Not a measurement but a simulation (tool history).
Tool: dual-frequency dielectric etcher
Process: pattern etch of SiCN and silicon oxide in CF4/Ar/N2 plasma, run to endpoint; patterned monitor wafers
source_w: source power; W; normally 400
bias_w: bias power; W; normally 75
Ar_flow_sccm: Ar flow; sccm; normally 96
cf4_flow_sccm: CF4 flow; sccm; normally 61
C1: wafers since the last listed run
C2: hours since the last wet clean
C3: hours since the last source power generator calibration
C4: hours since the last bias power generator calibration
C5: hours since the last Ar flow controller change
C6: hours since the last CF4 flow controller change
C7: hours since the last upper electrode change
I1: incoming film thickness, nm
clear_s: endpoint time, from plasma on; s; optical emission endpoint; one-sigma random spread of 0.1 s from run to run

run 1 day=0.000 | source_w=400 bias_w=75 Ar_flow_sccm=104 cf4_flow_sccm=61 | C1=0 C2=245.4 C3=294.9 C4=254.9 C5=318.2 C6=5097.8 C7=3034.8 | I1=11.39 | clear_s=16.3
run 2 day=1.238 | source_w=400 bias_w=75 Ar_flow_sccm=96 cf4_flow_sccm=52 | C1=314 C2=275.1 C3=324.6 C4=284.6 C5=347.9 C6=5127.5 C7=3064.5 | I1=11.37 | clear_s=16.5
-- day=5.788 CF4 flow controller replaced
-- day=6.650 wet clean of the chamber
run 3 day=7.671 | source_w=400 bias_w=75 Ar_flow_sccm=96 cf4_flow_sccm=61 | C1=1351 C2=24.5 C3=479.0 C4=439.0 C5=502.3 C6=45.2 C7=3218.9 | I1=11.41 | clear_s=16.1
run 4 day=8.675 | source_w=400 bias_w=92 Ar_flow_sccm=96 cf4_flow_sccm=61 | C1=255 C2=48.6 C3=503.1 C4=463.1 C5=526.4 C6=69.3 C7=3243.0 | I1=11.56 | clear_s=15.5
run 5 day=10.283 | source_w=480 bias_w=85 Ar_flow_sccm=87 cf4_flow_sccm=47 | C1=408 C2=87.2 C3=541.7 C4=501.7 C5=565.0 C6=107.9 C7=3281.6 | I1=11.39 | clear_s=12.9
run 6 day=12.400 | source_w=400 bias_w=75 Ar_flow_sccm=106 cf4_flow_sccm=50 | C1=537 C2=138.0 C3=592.5 C4=552.5 C5=615.8 C6=158.7 C7=3332.4 | I1=11.28 | clear_s=16.7
run 7 day=15.396 | source_w=400 bias_w=65 Ar_flow_sccm=96 cf4_flow_sccm=54 | C1=761 C2=209.9 C3=664.4 C4=624.4 C5=687.7 C6=230.6 C7=3404.3 | I1=11.44 | clear_s=17.2
run 8 day=17.038 | source_w=470 bias_w=91 Ar_flow_sccm=75 cf4_flow_sccm=70 | C1=417 C2=249.3 C3=703.8 C4=663.8 C5=727.1 C6=270.0 C7=3443.7 | I1=11.37 | clear_s=12.0
run 9 day=18.758 | source_w=400 bias_w=65 Ar_flow_sccm=96 cf4_flow_sccm=54 | C1=437 C2=290.6 C3=745.1 C4=705.1 C5=768.4 C6=311.3 C7=3485.0 | I1=11.39 | clear_s=17.3
run 10 day=21.100 | source_w=320 bias_w=60 Ar_flow_sccm=96 cf4_flow_sccm=61 | C1=595 C2=346.8 C3=801.3 C4=761.3 C5=824.6 C6=367.5 C7=3541.2 | I1=11.43 | clear_s=22.3
run 11 day=22.154 | source_w=400 bias_w=75 Ar_flow_sccm=96 cf4_flow_sccm=52 | C1=267 C2=372.1 C3=826.6 C4=786.6 C5=849.9 C6=392.8 C7=3566.5 | I1=11.42 | clear_s=16.5
run 12 day=24.521 | source_w=460 bias_w=75 Ar_flow_sccm=104 cf4_flow_sccm=61 | C1=601 C2=428.9 C3=883.4 C4=843.4 C5=906.7 C6=449.6 C7=3623.3 | I1=11.32 | clear_s=13.8
-- day=25.646 wet clean of the chamber
-- day=26.517 upper electrode replaced
run 13 day=26.538 | source_w=400 bias_w=64 Ar_flow_sccm=96 cf4_flow_sccm=61 | C1=37 C2=21.4 C3=931.8 C4=891.8 C5=955.1 C6=498.0 C7=0.5 | I1=11.26 | clear_s=16.8
run 14 day=28.971 | source_w=400 bias_w=75 Ar_flow_sccm=96 cf4_flow_sccm=61 | C1=618 C2=79.8 C3=990.2 C4=950.2 C5=1013.5 C6=556.4 C7=58.9 | I1=11.44 | clear_s=16.0
run 15 day=31.071 | source_w=350 bias_w=60 Ar_flow_sccm=96 cf4_flow_sccm=54 | C1=533 C2=130.2 C3=1040.6 C4=1000.6 C5=1063.9 C6=606.8 C7=109.3 | I1=11.40 | clear_s=20.5
run 16 day=33.858 | source_w=400 bias_w=75 Ar_flow_sccm=96 cf4_flow_sccm=61 | C1=708 C2=197.1 C3=1107.5 C4=1067.5 C5=1130.8 C6=673.7 C7=176.2 | I1=11.44 | clear_s=16.3
run 17 day=34.979 | source_w=440 bias_w=81 Ar_flow_sccm=96 cf4_flow_sccm=61 | C1=284 C2=224.0 C3=1134.4 C4=1094.4 C5=1157.7 C6=700.6 C7=203.1 | I1=11.45 | clear_s=14.3
run 18 day=36.029 | source_w=440 bias_w=81 Ar_flow_sccm=96 cf4_flow_sccm=61 | C1=266 C2=249.2 C3=1159.6 C4=1119.6 C5=1182.9 C6=725.8 C7=228.3 | I1=11.51 | clear_s=14.3
run 19 day=37.638 | source_w=450 bias_w=93 Ar_flow_sccm=96 cf4_flow_sccm=61 | C1=408 C2=287.8 C3=1198.2 C4=1158.2 C5=1221.5 C6=764.4 C7=266.9 | I1=11.32 | clear_s=13.1
run 20 day=40.558 | source_w=450 bias_w=75 Ar_flow_sccm=112 cf4_flow_sccm=61 | C1=742 C2=357.9 C3=1268.3 C4=1228.3 C5=1291.6 C6=834.5 C7=337.0 | I1=11.49 | clear_s=14.4
-- day=41.562 wet clean of the chamber
run 21 day=42.354 | source_w=400 bias_w=75 Ar_flow_sccm=96 cf4_flow_sccm=61 | C1=202 C2=19.0 C3=1311.4 C4=1271.4 C5=1334.7 C6=877.6 C7=380.1 | I1=11.48 | clear_s=16.2
run 22 day=44.971 | source_w=490 bias_w=75 Ar_flow_sccm=74 cf4_flow_sccm=61 | C1=664 C2=81.8 C3=1374.2 C4=1334.2 C5=1397.5 C6=940.4 C7=442.9 | I1=11.44 | clear_s=12.6
run 23 day=46.933 | source_w=400 bias_w=75 Ar_flow_sccm=96 cf4_flow_sccm=61 | C1=498 C2=128.9 C3=1421.3 C4=1381.3 C5=1444.6 C6=987.5 C7=490.0 | I1=11.42 | clear_s=16.3
run 24 day=48.092 | source_w=400 bias_w=75 Ar_flow_sccm=96 cf4_flow_sccm=61 | C1=294 C2=156.7 C3=1449.1 C4=1409.1 C5=1472.4 C6=1015.3 C7=517.8 | I1=11.40 | clear_s=16.0

4 ways to go on from here, each from the tool as it stands after run 24. What would each give?
run A day=48.108 | source_w=400 bias_w=75 Ar_flow_sccm=96 cf4_flow_sccm=61 | C1=4 C2=157.1 C3=1449.5 C4=1409.5 C5=1472.8 C6=1015.7 C7=518.2 | I1=11.59 | clear_s=?
run B day=48.108 | source_w=450 bias_w=75 Ar_flow_sccm=96 cf4_flow_sccm=61 | C1=4 C2=157.1 C3=1449.5 C4=1409.5 C5=1472.8 C6=1015.7 C7=518.2 | I1=11.59 | clear_s=?
run C day=48.108 | source_w=460 bias_w=61 Ar_flow_sccm=96 cf4_flow_sccm=61 | C1=4 C2=157.1 C3=1449.5 C4=1409.5 C5=1472.8 C6=1015.7 C7=518.2 | I1=11.59 | clear_s=?
run D day=48.108 | source_w=400 bias_w=65 Ar_flow_sccm=96 cf4_flow_sccm=61 | C1=4 C2=157.1 C3=1449.5 C4=1409.5 C5=1472.8 C6=1015.7 C7=518.2 | I1=11.59 | clear_s=?

run=A clear_s=16.5
run=B clear_s=14.5
run=C clear_s=15.0
run=D clear_s=17.2
The same runs, with their run-to-run variation unchanged, on a tool lacking any hidden condition would have given:
run=A clear_s=16.5
run=B clear_s=14.5
run=C clear_s=15.0
run=D clear_s=17.2
